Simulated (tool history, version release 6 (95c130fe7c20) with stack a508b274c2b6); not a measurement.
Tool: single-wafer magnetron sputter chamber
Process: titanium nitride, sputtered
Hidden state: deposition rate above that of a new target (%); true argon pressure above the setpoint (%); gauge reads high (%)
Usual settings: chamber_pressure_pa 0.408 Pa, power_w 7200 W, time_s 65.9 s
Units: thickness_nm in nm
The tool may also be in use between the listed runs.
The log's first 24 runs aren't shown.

run     day  chamber_pressure_pa  power_w  time_s  wafers since the last listed run  wafers on the sputter target  hours since the last manometer calibration  hours since the magnet pack was replaced  hours since the gauge calibration  read-back reference wafer on the same gauge, thickness_nm  thickness_nm
     65.683  -- sputter target and shields replaced
 25  65.704                0.259     8850    60.1                               940                            10                                       114.9                                     160.5                             1374.5                                                     94.897       104.922
     66.288  -- gauge calibrated
 26  68.571                0.501     6000    78.2                              1441                          1451                                       183.7                                     229.3                               54.8                                                      94.83        80.045
 27  77.112                0.452     6500    55.9                              4294                          5745                                       388.7                                     434.3                              259.8                                                     94.838        63.747
 28  79.283                0.465     7200      70                              1091                          6837                                       440.8                                     486.4                              311.9                                                     94.873        87.612
 29  82.212                0.408     7200    65.9                              1472                          8309                                       511.1                                     556.7                              382.2                                                     94.861        85.477
 30  84.358                0.471     7200    53.2                              1078                          9388                                       562.6                                     608.2                              433.7                                                     94.861         66.38
 31  86.292                0.408     7200    65.9                               971                         10360                                         609                                     654.6                              480.1                                                     94.864        85.134
 32  88.746                0.408     5600    56.7                              1233                         11594                                       667.9                                     713.5                                539                                                     94.924        57.322
 33  90.346                0.408     8600    65.9                               804                         12398                                       706.3                                     751.9                              577.4                                                     94.912       101.861
     91.042  -- sputter target and shields replaced
 34    92.6                0.288     7200    55.7                               965                           782                                       760.4                                       806                              631.5                                                     94.875        77.633
 35  94.042                0.408     7200    65.9                               724                          1507                                         795                                     840.6                              666.1                                                     94.839         85.56

3 ways to go on from here, each from the tool as it stands after run 35. What would each give?
  A  94.058                0.408     7200    65.9                                 8                          1515                                       795.4                                       841                              666.5                                                          ?             ?
  B  94.058                0.259     6050    73.8                                 8                          1515                                       795.4                                       841                              666.5                                                          ?             ?
  C  94.058                0.408     8750    75.1                                 8                          1515                                       795.4                                       841                              666.5                                                          ?             ?

run  read-back reference wafer on the same gauge, thickness_nm  thickness_nm
  A                                                      94.91        84.824
  B                                                      94.91        87.644
  C                                                      94.91       117.476
Without the tool's hidden state the same runs would have given:
run  thickness_nm
  A        84.978
  B        87.709
  C        117.69
